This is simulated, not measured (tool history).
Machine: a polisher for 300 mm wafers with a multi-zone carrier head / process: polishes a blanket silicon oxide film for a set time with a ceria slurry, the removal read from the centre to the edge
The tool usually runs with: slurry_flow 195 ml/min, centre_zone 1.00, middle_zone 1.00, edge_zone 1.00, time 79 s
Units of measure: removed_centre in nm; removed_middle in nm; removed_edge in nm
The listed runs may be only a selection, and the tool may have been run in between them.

run,hour,slurry_flow,centre_zone,middle_zone,edge_zone,time,wafers since the last listed run,wafers polished on this pad,hours since the slurry nozzle was cleaned,hours since the centre zone pressure was calibrated,hours since the edge zone pressure was calibrated,hours since the carrier head's membrane was replaced,"incoming thickness of the incoming film, nm",removed_centre,removed_middle,removed_edge
1,0.0,195,1.00,1.00,1.00,79,0,114,542.9,431.9,1242.0,765.2,1635.8,405.8,409.8,405.2
2,15.2,195,1.00,1.00,1.00,79,174,289,558.1,447.1,1257.2,780.4,1672.6,398.4,393.7,413.7
3,27.0,195,1.00,1.00,0.98,79,135,424,569.9,458.9,1269.0,792.2,1606.3,409.2,404.5,407.0
4,41.8,195,1.00,1.00,1.00,79,170,595,584.7,473.7,1283.8,807.0,1615.5,397.4,393.6,410.3
5,57.7,195,1.00,1.00,1.00,79,182,777,600.6,489.6,1299.7,822.9,1637.2,405.3,392.7,411.3
# hour 71.6: worn pad replaced by a new one
6,72.1,195,1.00,1.00,1.00,79,119,5,615.0,504.0,1314.1,837.3,1633.1,401.2,387.6,407.2
# hour 79.3: slurry nozzle cleaned
# hour 84.0: centre zone pressure recalibrated
7,84.5,195,1.00,1.00,1.00,79,108,113,5.2,0.5,1326.5,849.7,1672.9,441.4,431.3,437.3
# hour 118.3: edge zone pressure recalibrated
8,131.2,195,1.00,1.00,1.00,79,513,627,51.9,47.2,12.9,896.4,1637.6,431.5,414.6,432.4
9,141.5,210,1.00,1.00,1.00,79,118,745,62.2,57.5,23.2,906.7,1626.6,430.6,424.2,434.9
# hour 155.1: worn pad replaced by a new one
10,155.6,195,1.00,1.00,1.00,79,116,5,76.3,71.6,37.3,920.8,1638.1,430.4,429.8,421.4
11,162.7,210,1.00,1.00,1.00,79,81,87,83.4,78.7,44.4,927.9,1637.2,438.1,416.9,432.4
12,174.5,195,0.95,1.00,1.03,57,135,222,95.2,90.5,56.2,939.7,1634.6,299.9,301.6,307.1
13,192.1,165,1.05,0.89,1.05,79,202,425,112.8,108.1,73.8,957.3,1644.8,430.7,364.1,423.1
14,209.8,195,1.00,1.00,1.00,79,203,628,130.5,125.8,91.5,975.0,1623.8,433.4,422.8,427.8
# hour 219.1: carrier head's membrane replaced by a new one
15,225.7,195,1.09,1.00,1.05,79,125,753,146.4,141.7,107.4,6.6,1663.0,462.0,421.5,428.5
# hour 234.3: worn pad replaced by a new one
16,242.1,135,1.00,0.88,1.08,89,142,89,162.8,158.1,123.8,23.0,1629.5,445.8,390.1,460.4
17,254.1,195,1.00,1.00,1.00,65,137,227,174.8,170.1,135.8,35.0,1646.1,353.0,343.5,344.8
18,262.6,195,1.00,1.00,1.00,79,97,324,183.3,178.6,144.3,43.5,1624.3,430.8,406.5,428.9
19,270.1,195,1.09,1.00,1.05,79,86,411,190.8,186.1,151.8,51.0,1624.1,462.6,412.3,433.2
20,282.8,195,1.00,1.07,0.89,79,145,557,203.5,198.8,164.5,63.7,1620.6,430.7,439.0,408.0
21,299.3,195,0.90,1.00,1.00,102,189,746,220.0,215.3,181.0,80.2,1656.1,497.4,532.0,552.0
# hour 308.5: worn pad replaced by a new one
22,309.0,135,1.00,0.88,1.08,89,65,5,229.7,225.0,190.7,89.9,1640.8,429.1,388.4,458.4
23,321.2,195,1.00,0.92,1.00,79,140,145,241.9,237.2,202.9,102.1,1656.7,417.9,392.4,420.0

Each row is a separate what-if for the run after 23, all from the same tool condition, not one after another. Results?
A,321.7,195,1.00,1.00,1.00,79,5,151,242.4,237.7,203.4,102.6,1622.1,?,?,?
B,321.7,195,1.05,1.00,1.00,102,5,151,242.4,237.7,203.4,102.6,1622.1,?,?,?
C,321.7,195,1.00,1.00,1.04,79,5,151,242.4,237.7,203.4,102.6,1622.1,?,?,?

run,removed_centre,removed_middle,removed_edge
A,421.1,413.4,416.1
B,571.1,533.6,537.2
C,421.1,413.4,423.3
Take away the tool's hidden state, keep each run's random variation, and the runs would have read:
run,removed_centre,removed_middle,removed_edge
A,436.2,426.6,425.8
B,591.5,550.7,549.8
C,436.2,426.6,433.3

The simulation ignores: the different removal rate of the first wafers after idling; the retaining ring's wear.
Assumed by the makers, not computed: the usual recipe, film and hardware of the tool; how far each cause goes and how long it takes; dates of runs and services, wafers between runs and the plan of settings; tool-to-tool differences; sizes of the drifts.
